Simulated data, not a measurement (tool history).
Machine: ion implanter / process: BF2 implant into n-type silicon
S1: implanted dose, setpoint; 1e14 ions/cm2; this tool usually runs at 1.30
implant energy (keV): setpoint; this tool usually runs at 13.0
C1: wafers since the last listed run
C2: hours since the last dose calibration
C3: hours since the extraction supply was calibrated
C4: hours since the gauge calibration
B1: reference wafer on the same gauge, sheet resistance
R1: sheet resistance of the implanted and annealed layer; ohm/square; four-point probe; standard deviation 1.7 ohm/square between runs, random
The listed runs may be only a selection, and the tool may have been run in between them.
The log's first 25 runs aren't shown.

run 26 hour=2185.7 | S1=1.54 implant_energy_(keV)=10.5 | C1=2314 C2=326.2 C3=1269.5 C4=1283.9 | B1=677.56 | R1=714.36
run 27 hour=2290.8 | S1=1.42 implant_energy_(keV)=14.5 | C1=2370 C2=431.3 C3=1374.6 C4=1389.0 | B1=677.88 | R1=741.25
run 28 hour=2380.9 | S1=0.98 implant_energy_(keV)=16.5 | C1=2032 C2=521.4 C3=1464.7 C4=1479.1 | B1=678.06 | R1=998.87
run 29 hour=2444.4 | S1=1.30 implant_energy_(keV)=13.0 | C1=1432 C2=584.9 C3=1528.2 C4=1542.6 | B1=677.47 | R1=808.16
run 30 hour=2497.8 | S1=1.58 implant_energy_(keV)=9.5 | C1=1204 C2=638.3 C3=1581.6 C4=1596.0 | B1=677.67 | R1=712.79
run 31 hour=2593.1 | S1=1.30 implant_energy_(keV)=13.0 | C1=2149 C2=733.6 C3=1676.9 C4=1691.3 | B1=677.81 | R1=812.35
-- hour=2623.7 Faraday cup replaced and dose calibrated
run 32 hour=2646.8 | S1=1.01 implant_energy_(keV)=17.0 | C1=1030 C2=23.1 C3=1730.6 C4=1745.0 | B1=678.14 | R1=956.75
run 33 hour=2733.8 | S1=1.63 implant_energy_(keV)=13.0 | C1=1962 C2=110.1 C3=1817.6 C4=1832.0 | B1=677.92 | R1=657.57
run 34 hour=2772.4 | S1=1.66 implant_energy_(keV)=15.5 | C1=870 C2=148.7 C3=1856.2 C4=1870.6 | B1=677.62 | R1=635.34
run 35 hour=2858.6 | S1=1.01 implant_energy_(keV)=10.5 | C1=1944 C2=234.9 C3=1942.4 C4=1956.8 | B1=678.32 | R1=1031.07
run 36 hour=2959.4 | S1=1.64 implant_energy_(keV)=13.0 | C1=2273 C2=335.7 C3=2043.2 C4=2057.6 | B1=678.73 | R1=660.58

Forecast each of these 5 alternatives for the next run:
run A hour=2959.8 | S1=1.30 implant_energy_(keV)=15.5 | C1=9 C2=336.1 C3=2043.6 C4=2058.0 | B1=? | R1=?
run B hour=2959.8 | S1=1.06 implant_energy_(keV)=13.0 | C1=9 C2=336.1 C3=2043.6 C4=2058.0 | B1=? | R1=?
run C hour=2959.8 | S1=1.00 implant_energy_(keV)=16.5 | C1=9 C2=336.1 C3=2043.6 C4=2058.0 | B1=? | R1=?
run D hour=2959.8 | S1=1.59 implant_energy_(keV)=17.0 | C1=9 C2=336.1 C3=2043.6 C4=2058.0 | B1=? | R1=?
run E hour=2959.8 | S1=1.60 implant_energy_(keV)=17.5 | C1=9 C2=336.1 C3=2043.6 C4=2058.0 | B1=? | R1=?

run=A B1=677.88 R1=790.54
run=B B1=677.88 R1=965.94
run=C B1=677.88 R1=981.25
run=D B1=677.88 R1=653.53
run=E B1=677.88 R1=647.51
With no hidden state in the tool, these same runs would have given:
run=A R1=780.11
run=B R1=953.56
run=C R1=969.01
run=D R1=644.86
run=E R1=638.94

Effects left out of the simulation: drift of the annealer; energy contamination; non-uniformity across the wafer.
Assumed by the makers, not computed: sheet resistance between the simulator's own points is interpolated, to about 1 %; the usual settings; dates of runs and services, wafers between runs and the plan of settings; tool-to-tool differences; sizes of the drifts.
